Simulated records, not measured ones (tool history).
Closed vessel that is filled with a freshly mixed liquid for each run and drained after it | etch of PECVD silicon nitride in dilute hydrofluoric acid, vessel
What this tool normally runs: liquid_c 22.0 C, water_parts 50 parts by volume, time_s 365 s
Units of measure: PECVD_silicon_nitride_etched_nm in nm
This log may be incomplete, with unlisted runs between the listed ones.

run,day,liquid_c,water_parts,time_s,wafers since the last listed run,hours since the thermometer was replaced,hours since the hydrofluoric acid flow meter was replaced,hours since the gauge calibration,"read-back film thickness of the PECVD silicon nitride reference wafer, read on the same gauge (nm)",PECVD_silicon_nitride_etched_nm
1,0.000,22.0,50,365,0,452.0,399.2,29.9,60.02,29.10
2,1.225,22.0,50,365,1546,481.4,428.6,59.3,60.03,29.68
3,1.804,22.0,55,365,731,495.3,442.5,73.2,60.02,27.44
4,2.917,22.0,55,365,1404,522.0,469.2,99.9,59.99,26.94
5,3.808,22.0,50,365,1125,543.4,490.6,121.3,59.99,29.94
6,5.225,22.0,50,265,1788,577.4,524.6,155.3,59.97,22.16
# day 6.379: hydrofluoric acid flow meter replaced
7,6.712,22.0,50,265,1825,613.1,8.0,191.0,60.02,19.78
8,8.004,19.5,50,365,1630,644.1,39.0,222.0,60.01,23.46
9,8.983,19.5,50,365,1236,667.6,62.5,245.5,59.97,23.26
10,10.092,22.0,50,365,1399,694.2,89.1,272.1,60.02,28.13
11,11.058,22.0,55,365,1220,717.4,112.3,295.3,60.01,25.33
# day 11.850: gauge calibrated
12,12.283,17.5,50,520,1546,746.8,141.7,10.4,59.99,29.13
13,12.971,17.5,25,365,867,763.3,158.2,26.9,59.98,40.46
14,13.904,26.0,60,200,1178,785.7,180.6,49.3,59.98,16.94
# day 15.262: thermometer replaced
15,15.283,19.5,70,235,1688,0.5,213.7,82.4,60.00,11.24
16,16.338,23.5,50,155,1330,25.8,239.0,107.7,60.01,13.38
17,18.908,25.0,25,365,3245,87.5,300.7,169.4,60.01,69.35
18,19.488,22.0,50,365,731,101.4,314.6,183.3,60.01,28.87

Forecast each of these 5 alternatives for the next run:
A,19.521,22.0,50,365,42,102.2,315.4,184.1,?,?
B,19.521,24.0,40,210,42,102.2,315.4,184.1,?,?
C,19.521,22.0,70,365,42,102.2,315.4,184.1,?,?
D,19.521,26.0,50,365,42,102.2,315.4,184.1,?,?
E,19.521,18.0,60,475,42,102.2,315.4,184.1,?,?

run,"read-back film thickness of the PECVD silicon nitride reference wafer, read on the same gauge (nm)",PECVD_silicon_nitride_etched_nm
A,60.03,28.98
B,60.03,23.75
C,60.03,20.86
D,60.03,37.97
E,60.03,23.93
Stripped of hidden state, with their random variation kept, the same runs would have yielded:
run,PECVD_silicon_nitride_etched_nm
A,27.35
B,22.41
C,19.68
D,35.81
E,22.58

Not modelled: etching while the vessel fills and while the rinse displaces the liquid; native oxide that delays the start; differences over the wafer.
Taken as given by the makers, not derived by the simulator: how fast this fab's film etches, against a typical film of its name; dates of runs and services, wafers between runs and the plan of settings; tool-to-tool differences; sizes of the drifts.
